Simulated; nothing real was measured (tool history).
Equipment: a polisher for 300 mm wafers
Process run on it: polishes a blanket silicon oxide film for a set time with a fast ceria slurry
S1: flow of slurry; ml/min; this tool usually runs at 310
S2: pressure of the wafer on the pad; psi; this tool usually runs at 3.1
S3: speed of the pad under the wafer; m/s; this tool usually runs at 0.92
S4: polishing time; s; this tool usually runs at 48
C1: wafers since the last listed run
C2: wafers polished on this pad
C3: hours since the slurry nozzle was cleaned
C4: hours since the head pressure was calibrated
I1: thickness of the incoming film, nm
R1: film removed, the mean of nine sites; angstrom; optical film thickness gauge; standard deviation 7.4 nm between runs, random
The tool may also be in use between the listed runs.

{"run": 1, "hour": 0.0, "S1": 310, "S2": 3.1, "S3": 0.76, "S4": 48, "C1": 0, "C2": 495, "C3": 375.9, "C4": 317.7, "I1": 2162.4, "R1": 5483}
{"run": 2, "hour": 12.5, "S1": 310, "S2": 3.1, "S3": 0.76, "S4": 48, "C1": 129, "C2": 624, "C3": 388.4, "C4": 330.2, "I1": 2188.6, "R1": 5519}
{"run": 3, "hour": 20.4, "S1": 310, "S2": 3.1, "S3": 0.92, "S4": 48, "C1": 81, "C2": 706, "C3": 396.3, "C4": 338.1, "I1": 2171.6, "R1": 6506}
{"hour": 27.9, "done": "worn pad replaced by a new one"}
{"run": 4, "hour": 34.6, "S1": 310, "S2": 3.1, "S3": 0.92, "S4": 48, "C1": 105, "C2": 69, "C3": 410.5, "C4": 352.3, "I1": 2124.1, "R1": 7112}
{"run": 5, "hour": 50.1, "S1": 310, "S2": 3.1, "S3": 0.92, "S4": 48, "C1": 160, "C2": 230, "C3": 426.0, "C4": 367.8, "I1": 2116.2, "R1": 6843}
{"run": 6, "hour": 56.2, "S1": 310, "S2": 3.1, "S3": 0.92, "S4": 48, "C1": 63, "C2": 293, "C3": 432.1, "C4": 373.9, "I1": 2133.1, "R1": 6795}
{"run": 7, "hour": 63.4, "S1": 310, "S2": 3.1, "S3": 0.92, "S4": 48, "C1": 74, "C2": 368, "C3": 439.3, "C4": 381.1, "I1": 2168.0, "R1": 6763}
{"run": 8, "hour": 79.5, "S1": 310, "S2": 3.1, "S3": 0.92, "S4": 48, "C1": 167, "C2": 535, "C3": 455.4, "C4": 397.2, "I1": 2112.1, "R1": 6651}
{"run": 9, "hour": 86.8, "S1": 310, "S2": 3.1, "S3": 0.92, "S4": 48, "C1": 75, "C2": 610, "C3": 462.7, "C4": 404.5, "I1": 2149.3, "R1": 6489}
{"run": 10, "hour": 103.4, "S1": 310, "S2": 3.3, "S3": 1.06, "S4": 48, "C1": 172, "C2": 783, "C3": 479.3, "C4": 421.1, "I1": 2143.6, "R1": 7997}
{"hour": 108.3, "done": "slurry nozzle cleaned"}
{"run": 11, "hour": 110.2, "S1": 375, "S2": 3.1, "S3": 0.92, "S4": 48, "C1": 60, "C2": 843, "C3": 1.9, "C4": 427.9, "I1": 2149.5, "R1": 6690}
{"hour": 121.4, "done": "worn pad replaced by a new one"}
{"run": 12, "hour": 121.9, "S1": 310, "S2": 3.1, "S3": 0.92, "S4": 48, "C1": 79, "C2": 5, "C3": 13.6, "C4": 439.6, "I1": 2193.6, "R1": 7146}
{"run": 13, "hour": 135.7, "S1": 400, "S2": 2.3, "S3": 0.92, "S4": 55, "C1": 143, "C2": 148, "C3": 27.4, "C4": 453.4, "I1": 2137.2, "R1": 6151}
{"run": 14, "hour": 153.7, "S1": 245, "S2": 2.2, "S3": 0.62, "S4": 48, "C1": 186, "C2": 335, "C3": 45.4, "C4": 471.4, "I1": 2118.9, "R1": 3302}
{"run": 15, "hour": 168.2, "S1": 275, "S2": 3.1, "S3": 0.92, "S4": 48, "C1": 150, "C2": 485, "C3": 59.9, "C4": 485.9, "I1": 2135.1, "R1": 6502}
{"run": 16, "hour": 177.9, "S1": 385, "S2": 3.1, "S3": 0.92, "S4": 48, "C1": 100, "C2": 586, "C3": 69.6, "C4": 495.6, "I1": 2161.2, "R1": 6696}
{"hour": 190.7, "done": "head pressure recalibrated"}
{"run": 17, "hour": 195.5, "S1": 205, "S2": 4.1, "S3": 0.92, "S4": 48, "C1": 161, "C2": 748, "C3": 87.2, "C4": 4.8, "I1": 2163.1, "R1": 7400}
{"hour": 204.2, "done": "worn pad replaced by a new one"}
{"run": 18, "hour": 207.4, "S1": 210, "S2": 3.1, "S3": 0.92, "S4": 48, "C1": 81, "C2": 32, "C3": 99.1, "C4": 16.7, "I1": 2172.9, "R1": 6282}
{"run": 19, "hour": 224.7, "S1": 385, "S2": 3.1, "S3": 0.92, "S4": 48, "C1": 179, "C2": 212, "C3": 116.4, "C4": 34.0, "I1": 2173.5, "R1": 6418}
{"run": 20, "hour": 231.8, "S1": 255, "S2": 4.2, "S3": 0.92, "S4": 48, "C1": 73, "C2": 285, "C3": 123.5, "C4": 41.1, "I1": 2154.5, "R1": 8243}
{"run": 21, "hour": 238.0, "S1": 310, "S2": 3.1, "S3": 0.92, "S4": 57, "C1": 64, "C2": 350, "C3": 129.7, "C4": 47.3, "I1": 2152.7, "R1": 7380}
{"run": 22, "hour": 248.9, "S1": 310, "S2": 2.2, "S3": 0.92, "S4": 48, "C1": 113, "C2": 463, "C3": 140.6, "C4": 58.2, "I1": 2149.6, "R1": 4342}

What if the next run were any one of these 5? Each begins from the tool's condition after run 22:
{"run": "A", "hour": 249.3, "S1": 310, "S2": 3.1, "S3": 0.92, "S4": 41, "C1": 4, "C2": 467, "C3": 141.0, "C4": 58.6, "I1": 2160.0, "R1": "?"}
{"run": "B", "hour": 249.3, "S1": 310, "S2": 3.1, "S3": 1.2, "S4": 39, "C1": 4, "C2": 467, "C3": 141.0, "C4": 58.6, "I1": 2160.0, "R1": "?"}
{"run": "C", "hour": 249.3, "S1": 310, "S2": 2.7, "S3": 1.22, "S4": 48, "C1": 4, "C2": 467, "C3": 141.0, "C4": 58.6, "I1": 2160.0, "R1": "?"}
{"run": "D", "hour": 249.3, "S1": 235, "S2": 2.2, "S3": 0.92, "S4": 62, "C1": 4, "C2": 467, "C3": 141.0, "C4": 58.6, "I1": 2160.0, "R1": "?"}
{"run": "E", "hour": 249.3, "S1": 395, "S2": 3.1, "S3": 0.78, "S4": 63, "C1": 4, "C2": 467, "C3": 141.0, "C4": 58.6, "I1": 2160.0, "R1": "?"}

run=A R1=5221
run=B R1=6348
run=C R1=6910
run=D R1=5431
run=E R1=7047
The same runs, with their run-to-run variation unchanged, on a tool lacking any hidden condition would have given:
run=A R1=5661
run=B R1=6882
run=C R1=7492
run=D R1=5889
run=E R1=7641
